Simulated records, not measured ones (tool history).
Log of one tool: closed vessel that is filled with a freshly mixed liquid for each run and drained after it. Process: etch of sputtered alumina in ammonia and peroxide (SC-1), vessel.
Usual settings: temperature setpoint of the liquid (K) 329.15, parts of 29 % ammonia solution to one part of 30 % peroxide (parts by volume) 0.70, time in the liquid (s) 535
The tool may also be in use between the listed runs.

run   hour  temperature setpoint of the liquid (K)  parts of 29 % ammonia solution to one part of 30 % peroxide (parts by volume)  time in the liquid (s)  wafers since the last listed run  hours since the thermometer was replaced  hours since the ammonia flow meter was replaced  hours since the drum of ammonia solution was connected  hours since the gauge calibration  read-back film thickness of the sputtered alumina reference wafer, read on the same gauge (nm)  thickness taken off the sputtered alumina on a monitor wafer (angstrom)
  1    0.0                                  324.65                                                                           0.70                     535                                 0                                     508.8                                           1809.3                                                    59.2                              407.3                                                                                          130.01                                                                    318.7
      27.3  -- gauge calibrated
  2   51.2                                  329.15                                                                           0.70                     535                              3154                                     560.0                                           1860.5                                                   110.4                               23.9                                                                                          130.01                                                                    407.6
  3   95.9                                  329.15                                                                           0.70                     755                              2754                                     604.7                                           1905.2                                                   155.1                               68.6                                                                                          130.02                                                                    568.8
  4  131.7                                  329.15                                                                           0.80                     535                              2205                                     640.5                                           1941.0                                                   190.9                              104.4                                                                                          130.02                                                                    402.5
  5  187.3                                  329.15                                                                           0.70                     535                              3425                                     696.1                                           1996.6                                                   246.5                              160.0                                                                                          130.00                                                                    403.6
     239.3  -- thermometer replaced
  6  239.8                                  329.15                                                                           0.70                     535                              3173                                       0.5                                           2049.1                                                   299.0                              212.5                                                                                          130.01                                                                    421.0
     242.5  -- new drum of ammonia solution connected
  7  285.9                                  329.15                                                                           0.70                     535                              2778                                      46.6                                           2095.2                                                    43.4                              258.6                                                                                          130.02                                                                    418.2
  8  343.1                                  329.15                                                                           0.70                     535                              3524                                     103.8                                           2152.4                                                   100.6                              315.8                                                                                          130.02                                                                    414.2
     389.0  -- gauge calibrated
  9  391.4                                  329.15                                                                           0.85                     535                              2975                                     152.1                                           2200.7                                                   148.9                                2.4                                                                                          130.01                                                                    426.2
     405.0  -- ammonia flow meter replaced
 10  435.2                                  334.15                                                                           0.85                     335                              2637                                     195.9                                             30.2                                                   192.7                               46.2                                                                                          130.01                                                                    340.5
 11  501.1                                  322.65                                                                           0.50                     410                              4060                                     261.8                                             96.1                                                   258.6                              112.1                                                                                          129.99                                                                    214.3
 12  547.0                                  319.65                                                                           0.50                     360                              2828                                     307.7                                            142.0                                                   304.5                              158.0                                                                                          129.99                                                                    159.1
     570.3  -- new drum of ammonia solution connected
 13  580.6                                  324.65                                                                           0.45                     535                              2008                                     341.3                                            175.6                                                    10.3                              191.6                                                                                          129.98                                                                    304.8

The next listed run, before its measurement:
 14  638.6                                  329.15                                                                           0.90                     535                              3573                                     399.3                                            233.6                                                    68.3                              249.6                                                                                               ?                                                                        ?

read-back film thickness of the sputtered alumina reference wafer, read on the same gauge (nm): 129.96
thickness taken off the sputtered alumina on a monitor wafer (angstrom): 419.6
Without the tool's hidden state the same run would have given thickness taken off the sputtered alumina on a monitor wafer (angstrom) 432.9.

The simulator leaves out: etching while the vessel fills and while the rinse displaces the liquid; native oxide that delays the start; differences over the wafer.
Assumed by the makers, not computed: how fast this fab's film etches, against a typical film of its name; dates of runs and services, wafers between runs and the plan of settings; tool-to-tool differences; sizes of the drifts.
